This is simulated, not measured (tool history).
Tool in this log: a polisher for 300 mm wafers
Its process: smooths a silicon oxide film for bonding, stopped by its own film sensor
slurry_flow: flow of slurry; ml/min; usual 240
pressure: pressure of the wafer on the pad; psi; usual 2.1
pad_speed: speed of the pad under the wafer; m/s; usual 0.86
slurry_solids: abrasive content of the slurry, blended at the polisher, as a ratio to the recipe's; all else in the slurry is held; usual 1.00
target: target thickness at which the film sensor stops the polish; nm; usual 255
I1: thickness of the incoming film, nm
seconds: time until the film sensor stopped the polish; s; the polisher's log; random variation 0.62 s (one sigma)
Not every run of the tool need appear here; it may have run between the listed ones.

{"run": 1, "hour": 0.0, "slurry_flow": 240, "pressure": 1.9, "pad_speed": 0.86, "slurry_solids": 1.0, "target": 255, "I1": 302.0, "seconds": 83.6}
{"run": 2, "hour": 12.3, "slurry_flow": 240, "pressure": 1.9, "pad_speed": 0.86, "slurry_solids": 1.0, "target": 255, "I1": 297.4, "seconds": 75.7}
{"run": 3, "hour": 24.3, "slurry_flow": 240, "pressure": 1.9, "pad_speed": 0.86, "slurry_solids": 1.0, "target": 255, "I1": 294.5, "seconds": 70.1}
{"hour": 31.6, "done": "worn pad replaced by a new one"}
{"run": 4, "hour": 32.5, "slurry_flow": 240, "pressure": 2.1, "pad_speed": 0.86, "slurry_solids": 1.0, "target": 255, "I1": 294.0, "seconds": 63.0}
{"run": 5, "hour": 48.6, "slurry_flow": 270, "pressure": 2.1, "pad_speed": 0.86, "slurry_solids": 1.0, "target": 255, "I1": 298.7, "seconds": 70.3}
{"run": 6, "hour": 63.7, "slurry_flow": 270, "pressure": 2.1, "pad_speed": 0.86, "slurry_solids": 1.0, "target": 255, "I1": 299.8, "seconds": 71.3}
{"run": 7, "hour": 79.1, "slurry_flow": 220, "pressure": 2.1, "pad_speed": 0.86, "slurry_solids": 1.0, "target": 255, "I1": 305.1, "seconds": 80.7}
{"run": 8, "hour": 93.6, "slurry_flow": 220, "pressure": 2.1, "pad_speed": 0.86, "slurry_solids": 1.0, "target": 255, "I1": 297.0, "seconds": 69.1}
{"run": 9, "hour": 106.7, "slurry_flow": 265, "pressure": 2.1, "pad_speed": 0.86, "slurry_solids": 1.0, "target": 255, "I1": 297.2, "seconds": 66.8}
{"hour": 115.8, "done": "worn pad replaced by a new one"}
{"run": 10, "hour": 116.3, "slurry_flow": 265, "pressure": 2.1, "pad_speed": 0.86, "slurry_solids": 1.0, "target": 255, "I1": 304.5, "seconds": 79.4}
{"run": 11, "hour": 122.2, "slurry_flow": 240, "pressure": 2.1, "pad_speed": 0.86, "slurry_solids": 1.0, "target": 255, "I1": 299.8, "seconds": 71.5}
{"run": 12, "hour": 139.8, "slurry_flow": 240, "pressure": 2.1, "pad_speed": 0.86, "slurry_solids": 1.0, "target": 255, "I1": 300.8, "seconds": 74.6}
{"run": 13, "hour": 154.7, "slurry_flow": 240, "pressure": 2.1, "pad_speed": 0.86, "slurry_solids": 1.0, "target": 255, "I1": 304.6, "seconds": 80.8}
{"run": 14, "hour": 185.6, "slurry_flow": 305, "pressure": 2.8, "pad_speed": 0.66, "slurry_solids": 1.0, "target": 251, "I1": 301.1, "seconds": 73.0}
{"hour": 198.8, "done": "slurry nozzle cleaned"}
{"run": 15, "hour": 200.7, "slurry_flow": 240, "pressure": 2.1, "pad_speed": 0.86, "slurry_solids": 1.0, "target": 255, "I1": 301.5, "seconds": 75.2}
{"hour": 203.5, "done": "slurry blender recalibrated"}
{"hour": 210.8, "done": "worn pad replaced by a new one"}
{"run": 16, "hour": 211.3, "slurry_flow": 240, "pressure": 2.1, "pad_speed": 0.86, "slurry_solids": 1.0, "target": 269, "I1": 297.3, "seconds": 45.7}
{"run": 17, "hour": 218.0, "slurry_flow": 240, "pressure": 2.1, "pad_speed": 0.86, "slurry_solids": 1.0, "target": 255, "I1": 297.3, "seconds": 68.1}
{"run": 18, "hour": 245.4, "slurry_flow": 240, "pressure": 2.1, "pad_speed": 1.06, "slurry_solids": 1.0, "target": 255, "I1": 297.3, "seconds": 57.1}
{"hour": 248.1, "done": "head pressure recalibrated"}
{"run": 19, "hour": 257.3, "slurry_flow": 240, "pressure": 2.1, "pad_speed": 0.86, "slurry_solids": 1.0, "target": 255, "I1": 295.2, "seconds": 64.8}
{"run": 20, "hour": 266.4, "slurry_flow": 200, "pressure": 1.5, "pad_speed": 0.86, "slurry_solids": 1.1, "target": 255, "I1": 302.6, "seconds": 102.7}
{"run": 21, "hour": 276.1, "slurry_flow": 200, "pressure": 1.5, "pad_speed": 0.86, "slurry_solids": 1.1, "target": 255, "I1": 304.4, "seconds": 105.7}
{"hour": 294.1, "done": "worn pad replaced by a new one"}
{"run": 22, "hour": 294.6, "slurry_flow": 240, "pressure": 2.1, "pad_speed": 0.86, "slurry_solids": 1.0, "target": 255, "I1": 300.1, "seconds": 72.2}
{"run": 23, "hour": 296.9, "slurry_flow": 185, "pressure": 2.1, "pad_speed": 0.86, "slurry_solids": 1.0, "target": 249, "I1": 294.9, "seconds": 77.1}
{"run": 24, "hour": 312.2, "slurry_flow": 200, "pressure": 1.9, "pad_speed": 0.6, "slurry_solids": 1.0, "target": 243, "I1": 297.7, "seconds": 132.8}
{"run": 25, "hour": 329.2, "slurry_flow": 285, "pressure": 2.1, "pad_speed": 0.86, "slurry_solids": 1.0, "target": 255, "I1": 293.4, "seconds": 61.1}
{"run": 26, "hour": 341.8, "slurry_flow": 210, "pressure": 2.1, "pad_speed": 0.86, "slurry_solids": 1.0, "target": 255, "I1": 299.4, "seconds": 73.4}

Forecast each of these 5 alternatives for the next run:
{"run": "A", "hour": 342.3, "slurry_flow": 240, "pressure": 2.1, "pad_speed": 0.86, "slurry_solids": 1.25, "target": 255, "I1": 300.5, "seconds": "?"}
{"run": "B", "hour": 342.3, "slurry_flow": 240, "pressure": 2.1, "pad_speed": 1.0, "slurry_solids": 1.0, "target": 248, "I1": 300.5, "seconds": "?"}
{"run": "C", "hour": 342.3, "slurry_flow": 290, "pressure": 1.5, "pad_speed": 0.86, "slurry_solids": 1.0, "target": 270, "I1": 300.5, "seconds": "?"}
{"run": "D", "hour": 342.3, "slurry_flow": 275, "pressure": 2.1, "pad_speed": 0.62, "slurry_solids": 0.7, "target": 266, "I1": 300.5, "seconds": "?"}
{"run": "E", "hour": 342.3, "slurry_flow": 185, "pressure": 2.3, "pad_speed": 0.86, "slurry_solids": 1.0, "target": 255, "I1": 300.5, "seconds": "?"}

run=A seconds=64.4
run=B seconds=74.7
run=C seconds=66.1
run=D seconds=94.3
run=E seconds=69.4
What these runs would have given with no unlogged condition in the tool:
run=A seconds=64.4
run=B seconds=74.7
run=C seconds=66.1
run=D seconds=94.3
run=E seconds=69.4
